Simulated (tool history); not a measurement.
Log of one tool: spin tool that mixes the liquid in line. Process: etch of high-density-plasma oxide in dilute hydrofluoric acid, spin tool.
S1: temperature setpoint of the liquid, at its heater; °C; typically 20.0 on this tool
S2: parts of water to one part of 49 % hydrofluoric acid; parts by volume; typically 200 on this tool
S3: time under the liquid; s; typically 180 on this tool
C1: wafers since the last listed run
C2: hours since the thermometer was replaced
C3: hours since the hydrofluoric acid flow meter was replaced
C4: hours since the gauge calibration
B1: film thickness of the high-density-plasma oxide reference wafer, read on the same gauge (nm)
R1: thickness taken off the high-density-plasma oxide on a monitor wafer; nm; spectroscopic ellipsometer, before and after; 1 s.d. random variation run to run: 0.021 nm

run	hour	S1	S2	S3	C1	C2	C3	C4	B1	R1
1	0.0	18.0	155	180	0	2004.5	1821.7	381.7	89.999	6.421
2	29.3	18.0	155	180	253	2033.8	1851.0	411.0	89.995	6.413
3	65.3	20.0	200	180	310	2069.8	1887.0	447.0	90.028	5.178
4	98.7	20.0	200	180	288	2103.2	1920.4	480.4	89.985	5.196
5	128.8	20.0	200	180	259	2133.3	1950.5	510.5	90.009	5.193
6	151.5	20.0	200	225	196	2156.0	1973.2	533.2	90.008	6.518
# hour 214.8: hydrofluoric acid flow meter replaced
7	252.5	20.0	200	225	863	2257.0	37.7	634.2	90.004	5.976
# hour 262.2: gauge calibrated
8	268.2	20.0	200	225	135	2272.7	53.4	6.0	89.989	5.952
9	301.4	20.0	250	180	286	2305.9	86.6	39.2	89.999	3.668
10	317.3	22.0	200	180	137	2321.8	102.5	55.1	90.011	5.185
11	335.1	20.0	175	275	153	2339.6	120.3	72.9	90.013	8.603
12	368.9	20.0	150	85	291	2373.4	154.1	106.7	90.010	3.197
# hour 380.7: thermometer replaced
13	390.1	20.0	175	275	174	9.4	175.3	127.9	90.001	8.001
14	420.4	20.0	200	180	261	39.7	205.6	158.2	90.012	4.460
15	455.1	21.5	200	180	299	74.4	240.3	192.9	89.995	4.784
16	468.2	21.5	140	270	113	87.5	253.4	206.0	90.005	10.791
17	481.2	20.0	200	290	112	100.5	266.4	219.0	89.986	7.209

Estimate the outcome of run 18 from the log above:
18	502.7	18.0	235	180	185	122.0	287.9	240.5	?	?

For run 18 the tool returned B1 90.006, R1 3.488 nm.
Had the tool carried no hidden state, the very same run would have given R1 3.250 nm.
